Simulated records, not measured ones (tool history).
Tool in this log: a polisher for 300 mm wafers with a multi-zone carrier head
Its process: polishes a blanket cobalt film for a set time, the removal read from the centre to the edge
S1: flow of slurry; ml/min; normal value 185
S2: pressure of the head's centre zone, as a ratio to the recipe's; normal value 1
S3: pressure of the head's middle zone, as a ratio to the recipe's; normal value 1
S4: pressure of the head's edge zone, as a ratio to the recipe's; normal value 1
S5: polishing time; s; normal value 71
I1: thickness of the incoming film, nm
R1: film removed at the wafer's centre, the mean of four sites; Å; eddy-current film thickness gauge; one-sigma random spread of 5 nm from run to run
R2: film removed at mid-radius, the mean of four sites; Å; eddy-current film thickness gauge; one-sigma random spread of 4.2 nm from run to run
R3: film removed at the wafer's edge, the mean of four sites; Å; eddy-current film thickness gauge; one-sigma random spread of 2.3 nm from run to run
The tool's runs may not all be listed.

run 1 hour=0 | S1=160 S2=0.9 S3=0.95 S4=1 S5=52 | I1=943 | R1=2120 R2=2406 R3=2550
run 2 hour=40.6 | S1=185 S2=1 S3=1 S4=0.94 S5=71 | I1=962.3 | R1=3400 R2=3553 R3=3400
run 3 hour=109.1 | S1=185 S2=0.89 S3=0.91 S4=1.11 S5=88 | I1=936.4 | R1=3701 R2=4054 R3=4580
-- hour=193.8 centre zone pressure recalibrated
-- hour=227 slurry nozzle cleaned
-- hour=272 carrier head's membrane replaced by a new one
run 4 hour=318.5 | S1=185 S2=0.89 S3=0.89 S4=0.96 S5=71 | I1=963.9 | R1=3089 R2=3182 R3=3450
run 5 hour=374.6 | S1=150 S2=1 S3=1 S4=1.04 S5=49 | I1=963.2 | R1=2233 R2=2390 R3=2392
-- hour=416.6 worn pad replaced by a new one
run 6 hour=417.1 | S1=185 S2=1 S3=1 S4=1 S5=71 | I1=949.2 | R1=3273 R2=3518 R3=3507
-- hour=438.6 edge zone pressure recalibrated
run 7 hour=484.2 | S1=185 S2=1 S3=1 S4=1 S5=71 | I1=932.8 | R1=3297 R2=3598 R3=3555
run 8 hour=526.2 | S1=185 S2=1 S3=1.1 S4=1 S5=71 | I1=945.2 | R1=3315 R2=3874 R3=3502
-- hour=630.2 centre zone pressure recalibrated
run 9 hour=734.3 | S1=185 S2=1.11 S3=1 S4=1 S5=60 | I1=964.1 | R1=3315 R2=2988 R3=2954
run 10 hour=769.8 | S1=230 S2=1 S3=1 S4=1 S5=95 | I1=952 | R1=4793 R2=4864 R3=4769
run 11 hour=813 | S1=185 S2=1 S3=1 S4=0.91 S5=85 | I1=942.4 | R1=4101 R2=4126 R3=4032
-- hour=851.2 worn pad replaced by a new one
-- hour=875.6 slurry nozzle cleaned
run 12 hour=877.6 | S1=185 S2=1 S3=0.96 S4=1.07 S5=71 | I1=946.8 | R1=3379 R2=3377 R3=3639
run 13 hour=911.4 | S1=145 S2=1 S3=0.95 S4=1.06 S5=62 | I1=970.4 | R1=2808 R2=2748 R3=3096
-- hour=935.4 edge zone pressure recalibrated
run 14 hour=981.9 | S1=205 S2=1 S3=1 S4=1 S5=71 | I1=959.6 | R1=3446 R2=3629 R3=3577
run 15 hour=1043.5 | S1=125 S2=1.05 S3=1 S4=1.11 S5=59 | I1=947.7 | R1=2620 R2=2764 R3=2918
run 16 hour=1083.9 | S1=150 S2=1 S3=1.11 S4=0.93 S5=71 | I1=943.4 | R1=3098 R2=3677 R3=3269
run 17 hour=1114.9 | S1=185 S2=1 S3=1 S4=1 S5=71 | I1=945.7 | R1=3177 R2=3548 R3=3513
-- hour=1135.1 centre zone pressure recalibrated
run 18 hour=1158.2 | S1=185 S2=1 S3=1.07 S4=1 S5=79 | I1=956.2 | R1=3839 R2=4090 R3=3906
run 19 hour=1194.3 | S1=185 S2=1.05 S3=1 S4=1 S5=92 | I1=942.9 | R1=4707 R2=4523 R3=4540
run 20 hour=1240.7 | S1=160 S2=0.97 S3=1 S4=0.91 S5=71 | I1=950.5 | R1=3316 R2=3470 R3=3296
-- hour=1299.8 worn pad replaced by a new one
run 21 hour=1302.5 | S1=185 S2=1 S3=1 S4=1 S5=71 | I1=949.9 | R1=3413 R2=3509 R3=3571
run 22 hour=1331 | S1=185 S2=1.11 S3=0.94 S4=0.97 S5=71 | I1=951.1 | R1=3660 R2=3315 R3=3499
-- hour=1364.8 edge zone pressure recalibrated
run 23 hour=1369.7 | S1=185 S2=1 S3=0.9 S4=1 S5=71 | I1=965.7 | R1=3298 R2=3241 R3=3498

3 ways to go on from here, each from the tool as it stands after run 23. What would each give?
run A hour=1370.1 | S1=185 S2=1 S3=1 S4=1 S5=71 | I1=949.4 | R1=? R2=? R3=?
run B hour=1370.1 | S1=220 S2=1.09 S3=0.95 S4=1 S5=71 | I1=949.4 | R1=? R2=? R3=?
run C hour=1370.1 | S1=185 S2=0.93 S3=0.95 S4=0.9 S5=79 | I1=949.4 | R1=? R2=? R3=?

run=A R1=3259 R2=3550 R3=3537
run=B R1=3648 R2=3478 R3=3600
run=C R1=3368 R2=3786 R3=3748
Stripped of hidden state, with their random variation kept, the same runs would have yielded:
run=A R1=3511 R2=3549 R3=3537
run=B R1=3927 R2=3477 R3=3600
run=C R1=3630 R2=3785 R3=3748
